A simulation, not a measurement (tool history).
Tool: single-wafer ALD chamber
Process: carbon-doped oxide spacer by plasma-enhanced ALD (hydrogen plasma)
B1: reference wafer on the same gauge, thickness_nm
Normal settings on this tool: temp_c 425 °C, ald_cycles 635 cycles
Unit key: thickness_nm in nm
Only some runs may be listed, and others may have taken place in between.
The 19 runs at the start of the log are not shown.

{"run": 20, "day": 45.846, "temp_c": 425, "ald_cycles": 535, "B1": 25.092, "thickness_nm": 23.025}
{"day": 53.042, "done": "thermocouple changed; heater temperature recalibrated"}
{"run": 21, "day": 53.754, "temp_c": 425, "ald_cycles": 635, "B1": 25.09, "thickness_nm": 27.711}
{"run": 22, "day": 55.096, "temp_c": 421, "ald_cycles": 717, "B1": 25.09, "thickness_nm": 31.519}
{"run": 23, "day": 56.479, "temp_c": 435, "ald_cycles": 635, "B1": 25.1, "thickness_nm": 26.944}
{"run": 24, "day": 57.504, "temp_c": 433, "ald_cycles": 635, "B1": 25.134, "thickness_nm": 27.047}
{"run": 25, "day": 60.483, "temp_c": 439, "ald_cycles": 592, "B1": 25.108, "thickness_nm": 24.835}
{"run": 26, "day": 61.717, "temp_c": 436, "ald_cycles": 739, "B1": 25.077, "thickness_nm": 31.122}
{"run": 27, "day": 62.9, "temp_c": 418, "ald_cycles": 724, "B1": 25.119, "thickness_nm": 32.167}
{"run": 28, "day": 65.721, "temp_c": 416, "ald_cycles": 685, "B1": 25.103, "thickness_nm": 30.51}
{"run": 29, "day": 68.479, "temp_c": 430, "ald_cycles": 719, "B1": 25.087, "thickness_nm": 30.865}
{"run": 30, "day": 70.883, "temp_c": 438, "ald_cycles": 531, "B1": 25.101, "thickness_nm": 22.214}
{"run": 31, "day": 72.854, "temp_c": 425, "ald_cycles": 559, "B1": 25.088, "thickness_nm": 24.336}
{"run": 32, "day": 74.729, "temp_c": 425, "ald_cycles": 554, "B1": 25.082, "thickness_nm": 24.086}
{"run": 33, "day": 76.371, "temp_c": 418, "ald_cycles": 724, "B1": 25.113, "thickness_nm": 32.027}
{"run": 34, "day": 77.483, "temp_c": 431, "ald_cycles": 635, "B1": 25.088, "thickness_nm": 27.243}

Here are 4 independent what-if runs from the current tool condition. What would each one return?
{"run": "A", "day": 77.542, "temp_c": 425, "ald_cycles": 702, "B1": "?", "thickness_nm": "?"}
{"run": "B", "day": 77.542, "temp_c": 433, "ald_cycles": 717, "B1": "?", "thickness_nm": "?"}
{"run": "C", "day": 77.542, "temp_c": 417, "ald_cycles": 530, "B1": "?", "thickness_nm": "?"}
{"run": "D", "day": 77.542, "temp_c": 425, "ald_cycles": 529, "B1": "?", "thickness_nm": "?"}

run=A B1=25.106 thickness_nm=30.393
run=B B1=25.106 thickness_nm=30.329
run=C B1=25.106 thickness_nm=23.473
run=D B1=25.106 thickness_nm=22.903
Without the tool's hidden state the same runs would have given:
run=A thickness_nm=30.584
run=B thickness_nm=30.525
run=C thickness_nm=23.618
run=D thickness_nm=23.047

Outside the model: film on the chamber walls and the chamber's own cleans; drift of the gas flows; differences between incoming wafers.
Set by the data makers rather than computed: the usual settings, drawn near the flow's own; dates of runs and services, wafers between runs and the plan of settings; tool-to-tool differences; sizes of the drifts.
